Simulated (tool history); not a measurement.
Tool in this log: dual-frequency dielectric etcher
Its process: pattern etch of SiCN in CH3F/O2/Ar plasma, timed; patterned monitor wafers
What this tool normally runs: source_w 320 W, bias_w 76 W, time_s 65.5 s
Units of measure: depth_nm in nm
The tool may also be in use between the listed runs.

run     day  source_w  bias_w  time_s  read-back reference wafer on the same gauge, depth_nm  depth_nm
  1   0.000       320      76    65.5                                                  25.19     23.49
  2   1.288       320      76    65.5                                                  25.21     23.51
  3   3.938       380      76    65.5                                                  25.22     25.88
  4   5.517       320      83    65.5                                                  25.23     24.14
      8.875  -- wet clean of the chamber
  5   8.896       320      83    65.5                                                  25.22     24.23
  6  10.133       320      83    65.5                                                  25.20     24.27
  7  11.758       320      76    65.5                                                  25.19     23.56
  8  13.858       320      76    65.5                                                  25.21     23.53
  9  16.046       320      76    65.5                                                  25.20     23.40
 10  18.583       320      76    65.5                                                  25.21     23.44
     24.592  -- wet clean of the chamber
 11  26.558       320      76    65.5                                                  25.20     23.48
 12  28.688       320      76    65.5                                                  25.22     23.35
 13  30.475       320      76    65.5                                                  25.18     23.30
     32.392  -- upper electrode replaced
 14  32.412       320      76    65.5                                                  25.19     23.37
 15  33.162       320      76    65.5                                                  25.19     23.33
 16  35.742       320      76    77.0                                                  25.20     27.45
 17  37.662       320      60    52.0                                                  25.20     17.18
     39.842  -- wet clean of the chamber
     39.921  -- gauge calibrated
 18  40.242       260      76    57.0                                                  25.18     17.91
     42.621  -- source power generator calibrated
 19  42.792       320      59    60.0                                                  25.21     20.11
 20  44.817       320      76    77.0                                                  25.21     28.15
     46.358  -- bias power generator calibrated
 21  47.558       280      62    75.5                                                  25.21     23.73
 22  49.442       320      76    65.5                                                  25.20     23.91
 23  52.312       340      93    65.5                                                  25.21     26.48
 24  53.446       320      61    65.5                                                  25.20     22.24
     54.992  -- wet clean of the chamber
 25  55.846       320      82    84.5                                                  25.21     31.64
 26  58.338       320      76    65.5                                                  25.21     23.87
 27  60.700       320      76    51.5                                                  25.20     18.81
 28  62.133       320      76    65.5                                                  25.17     23.87
 29  64.696       350      63    65.5                                                  25.20     23.57

List, for all runs, the conditions of the tool that the log does not record:
etch rate over this chamber's usual, %: 0 on each run
bias power that arrives over what is set, %: 0 on each run
gauge reads high (%): 0 on each run
H1: source power that arrives over what is set, %
run     H1
  1   -1.9
  2  -1.94
  3  -2.05
  4  -2.11
  5  -2.25
  6   -2.3
  7  -2.37
  8  -2.46
  9  -2.55
 10  -2.66
 11  -3.02
 12  -3.12
 13   -3.2
 14   -3.3
 15  -3.33
 16  -3.46
 17  -3.55
 18  -3.68
 19  0.756
 20  0.755
 21  0.752
 22  0.749
 23  0.742
 24  0.739
 25  0.731
 26  0.721
 27  0.709
 28  0.702
 29  0.687
